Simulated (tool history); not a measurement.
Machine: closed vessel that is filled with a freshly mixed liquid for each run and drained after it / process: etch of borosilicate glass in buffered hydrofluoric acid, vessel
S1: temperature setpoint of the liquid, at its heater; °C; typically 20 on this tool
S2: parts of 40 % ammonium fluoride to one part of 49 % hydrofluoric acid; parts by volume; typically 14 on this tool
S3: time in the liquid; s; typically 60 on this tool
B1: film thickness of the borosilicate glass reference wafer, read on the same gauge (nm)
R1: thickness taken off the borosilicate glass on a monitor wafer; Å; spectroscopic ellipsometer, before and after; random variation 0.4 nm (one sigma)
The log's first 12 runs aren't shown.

Run 13, hour 139.1: usual settings but S1 18 °C, S2 8.5 parts by volume, S3 70 s; B1 139.98. Result: R1 697 Å.
Run 14, hour 148.6: usual settings; B1 139.99. Result: R1 412.5 Å.
Run 15, hour 155.1: usual settings but S2 17 parts by volume; B1 140.01. Result: R1 337.7 Å.
Run 16, hour 164.8: usual settings; B1 139.98. Result: R1 414.2 Å.
Run 17, hour 173.4: usual settings but S1 17 °C, S2 10.5 parts by volume, S3 80 s; B1 140.06. Result: R1 613.8 Å.
At hour 180.4: gauge calibrated.
Run 18, hour 189: usual settings but S1 22.5 °C, S2 17 parts by volume, S3 30 s; B1 139.98. Result: R1 189.9 Å.
Run 19, hour 198.4: usual settings but S1 23.5 °C, S2 8.5 parts by volume, S3 90 s; B1 139.96. Result: R1 1224.3 Å.
Run 20, hour 210.5: usual settings but S1 21.5 °C, S2 15.5 parts by volume; B1 139.99. Result: R1 404.4 Å.
Run 21, hour 259.8: usual settings but S3 50 s; B1 139.96. Result: R1 343.4 Å.
At hour 264: hydrofluoric acid flow meter replaced.
Run 22, hour 273.7: usual settings; B1 140.02. Result: R1 463.1 Å.
Run 23, hour 282.6: usual settings but S1 17 °C, S2 10.5 parts by volume, S3 80 s; B1 140.03. Result: R1 692.4 Å.
Run 24, hour 293: usual settings but S2 19 parts by volume; B1 140. Result: R1 335.2 Å.
Run 25, hour 300.9: usual settings but S1 25 °C, S3 85 s; B1 140.01. Result: R1 850.9 Å.
Run 26, hour 316.3: usual settings but S1 18.5 °C, S2 10.5 parts by volume, S3 85 s; B1 140.03. Result: R1 788.3 Å.
Run 27, hour 332.4: usual settings but S1 24 °C, S2 16 parts by volume, S3 50 s; B1 139.99. Result: R1 412.6 Å.
Run 28, hour 345.4: usual settings but S1 25 °C, S2 11 parts by volume, S3 35 s; B1 139.95. Result: R1 451.2 Å.
Run 29, hour 361.9: usual settings; B1 140.01. Result: R1 452.5 Å.
Run 30, hour 395: usual settings; B1 139.98. Result: R1 452.8 Å.
Run 31, hour 405.7: usual settings but S1 18 °C; B1 140.06. Result: R1 405.7 Å.
Run 32, hour 423.1: usual settings; B1 139.96. Result: R1 460.7 Å.
Run 33, hour 432.3: usual settings but S1 22 °C, S2 10.5 parts by volume; B1 139.96. Result: R1 675.4 Å.

4 ways to go on from here, each from the tool as it stands after run 33. What would each give?
Run A, hour 433: usual settings; B1 ?. Result: R1 ?.
Run B, hour 433: usual settings but S2 19.5 parts by volume; B1 ?. Result: R1 ?.
Run C, hour 433: usual settings but S1 17 °C; B1 ?. Result: R1 ?.
Run D, hour 433: usual settings but S3 70 s; B1 ?. Result: R1 ?.

run      B1     R1
  A  139.99  457.4
  B  139.99  329.6
  C  139.99  387.3
  D  139.99  533.6
Without the tool's unlogged condition, the same runs would have read:
run     R1
  A  471.3
  B  339.2
  C  399.1
  D  549.9
